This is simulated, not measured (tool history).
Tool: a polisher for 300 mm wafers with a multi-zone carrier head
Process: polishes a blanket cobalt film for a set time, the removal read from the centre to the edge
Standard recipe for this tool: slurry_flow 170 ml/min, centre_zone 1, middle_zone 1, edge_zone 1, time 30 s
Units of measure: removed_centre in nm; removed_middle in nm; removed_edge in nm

| run | hour | slurry_flow | centre_zone | middle_zone | edge_zone | time | incoming thickness of the incoming film, nm | removed_centre | removed_middle | removed_edge |
|---|---|---|---|---|---|---|---|---|---|---|
| 1 | 0 | 170 | 1 | 0.95 | 0.92 | 36 | 1293.8 | 121 | 119 | 114.9 |
|  | 36.6 | centre zone pressure recalibrated |
| 2 | 174.4 | 125 | 1 | 1 | 1.06 | 25 | 1317.6 | 77.2 | 80 | 81.2 |
| 3 | 206.2 | 115 | 1 | 1.07 | 1 | 30 | 1316.2 | 93.1 | 99.1 | 93 |
| 4 | 255.3 | 195 | 0.92 | 1 | 0.94 | 33 | 1312.4 | 106.3 | 116.6 | 106.5 |
| 5 | 296.5 | 170 | 1 | 1 | 1 | 30 | 1309.1 | 99.3 | 103.4 | 97.8 |
| 6 | 343.8 | 170 | 1 | 1 | 1 | 30 | 1331.4 | 100.8 | 100 | 97.1 |
|  | 375.1 | edge zone pressure recalibrated |
| 7 | 408 | 170 | 1 | 1 | 1 | 30 | 1291.4 | 99 | 100.5 | 97.4 |
|  | 427.8 | worn pad replaced by a new one |
| 8 | 459.2 | 145 | 1 | 1 | 1 | 37 | 1304.6 | 120.8 | 124 | 121.2 |
| 9 | 490.8 | 170 | 0.9 | 0.89 | 0.94 | 30 | 1295.8 | 95.9 | 95.9 | 97.7 |
|  | 493.4 | centre zone pressure recalibrated |
| 10 | 532.7 | 135 | 1 | 1 | 1.05 | 30 | 1322.4 | 98.4 | 99.2 | 99.6 |
| 11 | 563 | 170 | 1 | 0.97 | 0.94 | 30 | 1314.5 | 100.6 | 99.7 | 97.5 |
|  | 565.9 | slurry nozzle cleaned |
| 12 | 590.1 | 210 | 0.96 | 1 | 1 | 30 | 1303.6 | 103.2 | 107.3 | 103.1 |
| 13 | 641.5 | 170 | 0.96 | 1 | 1 | 30 | 1297.6 | 97.4 | 103.8 | 97.6 |
| 14 | 685.1 | 130 | 1 | 1 | 0.94 | 30 | 1298.1 | 94.9 | 96.4 | 93.2 |
| 15 | 735.2 | 170 | 1 | 1 | 1 | 30 | 1326.9 | 101.7 | 104.7 | 98.4 |
| 16 | 803.4 | 200 | 1 | 1 | 1 | 35 | 1320.9 | 120.4 | 123.3 | 116.2 |
|  | 866.3 | edge zone pressure recalibrated |
| 17 | 921.1 | 195 | 1 | 1 | 1 | 34 | 1319.2 | 115.4 | 116.3 | 111.5 |
| 18 | 949.6 | 170 | 0.94 | 1 | 1 | 30 | 1289.4 | 95.5 | 98.4 | 96.8 |
|  | 957 | worn pad replaced by a new one |
| 19 | 975 | 195 | 1 | 1 | 1 | 33 | 1325.8 | 114.8 | 116.6 | 111.8 |
|  | 1043.4 | centre zone pressure recalibrated |
| 20 | 1046.9 | 170 | 1.05 | 0.94 | 1.05 | 26 | 1330.8 | 88.9 | 84 | 89.6 |
| 21 | 1077.4 | 230 | 1 | 1 | 1.11 | 24 | 1322.1 | 84.4 | 85.5 | 85.9 |
| 22 | 1148.7 | 170 | 1 | 1 | 1 | 30 | 1296.4 | 100.7 | 100.7 | 99.8 |
| 23 | 1203.2 | 135 | 1 | 1 | 1 | 30 | 1309.9 | 95.4 | 96.8 | 97 |

Here are 3 independent what-if runs from the current tool condition. What would each one return?
| A | 1203.6 | 170 | 1 | 1 | 0.97 | 30 | 1307.6 | ? | ? | ? |
| B | 1203.6 | 170 | 1 | 0.96 | 1.1 | 30 | 1307.6 | ? | ? | ? |
| C | 1203.6 | 170 | 0.95 | 1 | 1 | 30 | 1307.6 | ? | ? | ? |

| run | removed_centre | removed_middle | removed_edge |
|---|---|---|---|
| A | 101.2 | 101.7 | 96.9 |
| B | 101.2 | 98.2 | 103.2 |
| C | 98 | 101.7 | 98.4 |
The same runs, with their run-to-run variation unchanged, on a tool lacking any hidden condition would have given:
| run | removed_centre | removed_middle | removed_edge |
|---|---|---|---|
| A | 103.4 | 103.9 | 99 |
| B | 103.4 | 100.3 | 105.4 |
| C | 100.2 | 103.9 | 100.5 |

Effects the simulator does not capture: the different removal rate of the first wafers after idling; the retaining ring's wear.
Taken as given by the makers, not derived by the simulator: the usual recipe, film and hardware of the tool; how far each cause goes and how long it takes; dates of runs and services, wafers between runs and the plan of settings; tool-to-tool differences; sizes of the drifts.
